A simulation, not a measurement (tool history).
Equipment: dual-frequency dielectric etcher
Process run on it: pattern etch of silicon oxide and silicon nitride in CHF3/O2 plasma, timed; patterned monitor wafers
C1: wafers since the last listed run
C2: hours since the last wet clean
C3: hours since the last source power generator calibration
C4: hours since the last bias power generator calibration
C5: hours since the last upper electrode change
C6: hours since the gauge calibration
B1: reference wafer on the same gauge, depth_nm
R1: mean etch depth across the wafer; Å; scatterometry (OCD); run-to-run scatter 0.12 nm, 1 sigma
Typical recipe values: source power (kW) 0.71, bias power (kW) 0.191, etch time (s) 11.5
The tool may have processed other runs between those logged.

run 1 hour=0 | source_power_(kW)=0.61 bias_power_(kW)=0.191 etch_time_(s)=11.5 | C1=0 C2=372.2 C3=4439.7 C4=2823 C5=2578.9 C6=429.9 | B1=21.42 | R1=180.8
run 2 hour=36.6 | source_power_(kW)=0.71 bias_power_(kW)=0.191 etch_time_(s)=11.5 | C1=392 C2=408.8 C3=4476.3 C4=2859.6 C5=2615.5 C6=466.5 | B1=21.43 | R1=189.8
run 3 hour=45.4 | source_power_(kW)=0.65 bias_power_(kW)=0.191 etch_time_(s)=11.5 | C1=94 C2=417.6 C3=4485.1 C4=2868.4 C5=2624.3 C6=475.3 | B1=21.44 | R1=186.3
-- hour=56.9 bias power generator calibrated
-- hour=80.7 upper electrode replaced
run 4 hour=81.2 | source_power_(kW)=0.71 bias_power_(kW)=0.191 etch_time_(s)=9.5 | C1=86 C2=453.4 C3=4520.9 C4=24.3 C5=0.5 C6=511.1 | B1=21.43 | R1=157.8
run 5 hour=81.5 | source_power_(kW)=0.71 bias_power_(kW)=0.191 etch_time_(s)=9.5 | C1=3 C2=453.7 C3=4521.2 C4=24.6 C5=0.8 C6=511.4 | B1=21.46 | R1=157.6
-- hour=132.6 wet clean of the chamber
run 6 hour=133.1 | source_power_(kW)=0.71 bias_power_(kW)=0.191 etch_time_(s)=9.5 | C1=296 C2=0.5 C3=4572.8 C4=76.2 C5=52.4 C6=563 | B1=21.38 | R1=160.1
run 7 hour=133.4 | source_power_(kW)=0.71 bias_power_(kW)=0.191 etch_time_(s)=14 | C1=3 C2=0.8 C3=4573.1 C4=76.5 C5=52.7 C6=563.3 | B1=21.41 | R1=235.9
run 8 hour=146.1 | source_power_(kW)=0.71 bias_power_(kW)=0.191 etch_time_(s)=14 | C1=136 C2=13.5 C3=4585.8 C4=89.2 C5=65.4 C6=576 | B1=21.46 | R1=238.3
run 9 hour=153.1 | source_power_(kW)=0.71 bias_power_(kW)=0.191 etch_time_(s)=11.5 | C1=75 C2=20.5 C3=4592.8 C4=96.2 C5=72.4 C6=583 | B1=21.42 | R1=195.9
run 10 hour=163.4 | source_power_(kW)=0.71 bias_power_(kW)=0.191 etch_time_(s)=11.5 | C1=110 C2=30.8 C3=4603.1 C4=106.5 C5=82.7 C6=593.3 | B1=21.46 | R1=192.6
run 11 hour=171 | source_power_(kW)=0.71 bias_power_(kW)=0.191 etch_time_(s)=11.5 | C1=81 C2=38.4 C3=4610.7 C4=114.1 C5=90.3 C6=600.9 | B1=21.44 | R1=197.6
run 12 hour=178.4 | source_power_(kW)=0.62 bias_power_(kW)=0.206 etch_time_(s)=12.5 | C1=79 C2=45.8 C3=4618.1 C4=121.5 C5=97.7 C6=608.3 | B1=21.43 | R1=208.9
run 13 hour=184.7 | source_power_(kW)=0.81 bias_power_(kW)=0.221 etch_time_(s)=8 | C1=67 C2=52.1 C3=4624.4 C4=127.8 C5=104 C6=614.6 | B1=21.43 | R1=148.5
run 14 hour=193 | source_power_(kW)=0.71 bias_power_(kW)=0.191 etch_time_(s)=13 | C1=89 C2=60.4 C3=4632.7 C4=136.1 C5=112.3 C6=622.9 | B1=21.44 | R1=219.9
-- hour=225.6 wet clean of the chamber, repeated, since the last time left the tool worse
-- hour=229.3 source power generator calibrated
run 15 hour=229.8 | source_power_(kW)=0.71 bias_power_(kW)=0.191 etch_time_(s)=11.5 | C1=97 C2=4.2 C3=0.5 C4=172.9 C5=149.1 C6=659.7 | B1=21.5 | R1=184.5
run 16 hour=230.2 | source_power_(kW)=0.71 bias_power_(kW)=0.191 etch_time_(s)=10.5 | C1=4 C2=4.6 C3=0.9 C4=173.3 C5=149.5 C6=660.1 | B1=21.4 | R1=169.2
run 17 hour=230.5 | source_power_(kW)=0.57 bias_power_(kW)=0.23 etch_time_(s)=11.5 | C1=3 C2=4.9 C3=1.2 C4=173.6 C5=149.8 C6=660.4 | B1=21.5 | R1=183.4
run 18 hour=235.9 | source_power_(kW)=0.58 bias_power_(kW)=0.191 etch_time_(s)=11.5 | C1=57 C2=10.3 C3=6.6 C4=179 C5=155.2 C6=665.8 | B1=21.42 | R1=174.1
run 19 hour=251 | source_power_(kW)=0.71 bias_power_(kW)=0.191 etch_time_(s)=9 | C1=161 C2=25.4 C3=21.7 C4=194.1 C5=170.3 C6=680.9 | B1=21.42 | R1=144.3
run 20 hour=298.8 | source_power_(kW)=0.84 bias_power_(kW)=0.191 etch_time_(s)=11.5 | C1=512 C2=73.2 C3=69.5 C4=241.9 C5=218.1 C6=728.7 | B1=21.38 | R1=195.1
run 21 hour=306.7 | source_power_(kW)=0.71 bias_power_(kW)=0.191 etch_time_(s)=11.5 | C1=84 C2=81.1 C3=77.4 C4=249.8 C5=226 C6=736.6 | B1=21.36 | R1=186.1
-- hour=306.9 gauge calibrated
run 22 hour=320.3 | source_power_(kW)=0.86 bias_power_(kW)=0.191 etch_time_(s)=11.5 | C1=145 C2=94.7 C3=91 C4=263.4 C5=239.6 C6=13.4 | B1=21.41 | R1=197.6
run 23 hour=363.6 | source_power_(kW)=0.65 bias_power_(kW)=0.191 etch_time_(s)=9 | C1=464 C2=138 C3=134.3 C4=306.7 C5=282.9 C6=56.7 | B1=21.47 | R1=141.8
run 24 hour=376.4 | source_power_(kW)=0.71 bias_power_(kW)=0.191 etch_time_(s)=11.5 | C1=137 C2=150.8 C3=147.1 C4=319.5 C5=295.7 C6=69.5 | B1=21.38 | R1=188.4
run 25 hour=385.5 | source_power_(kW)=0.71 bias_power_(kW)=0.191 etch_time_(s)=11.5 | C1=97 C2=159.9 C3=156.2 C4=328.6 C5=304.8 C6=78.6 | B1=21.43 | R1=187.4
run 26 hour=398.9 | source_power_(kW)=0.63 bias_power_(kW)=0.191 etch_time_(s)=11.5 | C1=143 C2=173.3 C3=169.6 C4=342 C5=318.2 C6=92 | B1=21.39 | R1=181.4
run 27 hour=406.6 | source_power_(kW)=0.65 bias_power_(kW)=0.222 etch_time_(s)=11.5 | C1=82 C2=181 C3=177.3 C4=349.7 C5=325.9 C6=99.7 | B1=21.46 | R1=191.8
run 28 hour=418.6 | source_power_(kW)=0.71 bias_power_(kW)=0.147 etch_time_(s)=14.5 | C1=128 C2=193 C3=189.3 C4=361.7 C5=337.9 C6=111.7 | B1=21.36 | R1=217.3
run 29 hour=427.3 | source_power_(kW)=0.71 bias_power_(kW)=0.219 etch_time_(s)=9.5 | C1=93 C2=201.7 C3=198 C4=370.4 C5=346.6 C6=120.4 | B1=21.41 | R1=160.8
run 30 hour=438.5 | source_power_(kW)=0.56 bias_power_(kW)=0.191 etch_time_(s)=11.5 | C1=120 C2=212.9 C3=209.2 C4=381.6 C5=357.8 C6=131.6 | B1=21.42 | R1=175.1
run 31 hour=453.5 | source_power_(kW)=0.71 bias_power_(kW)=0.214 etch_time_(s)=12.5 | C1=160 C2=227.9 C3=224.2 C4=396.6 C5=372.8 C6=146.6 | B1=21.48 | R1=213

For each run, what was the tool's unlogged condition?
source power that arrives over what is set, %: 0 in every run
bias power that arrives over what is set, %: 0 in every run
gauge reads high (%): 0 in every run
H1: etch rate over this chamber's usual, %
run=1 H1=3.19
run=2 H1=3.48
run=3 H1=3.55
run=4 H1=3.83
run=5 H1=3.84
run=6 H1=6.16
run=7 H1=6.17
run=8 H1=6.27
run=9 H1=6.32
run=10 H1=6.4
run=11 H1=6.46
run=12 H1=6.52
run=13 H1=6.57
run=14 H1=6.63
run=15 H1=0.491
run=16 H1=0.494
run=17 H1=0.497
run=18 H1=0.539
run=19 H1=0.658
run=20 H1=1.03
run=21 H1=1.1
run=22 H1=1.2
run=23 H1=1.54
run=24 H1=1.64
run=25 H1=1.72
run=26 H1=1.82
run=27 H1=1.88
run=28 H1=1.98
run=29 H1=2.04
run=30 H1=2.13
run=31 H1=2.25
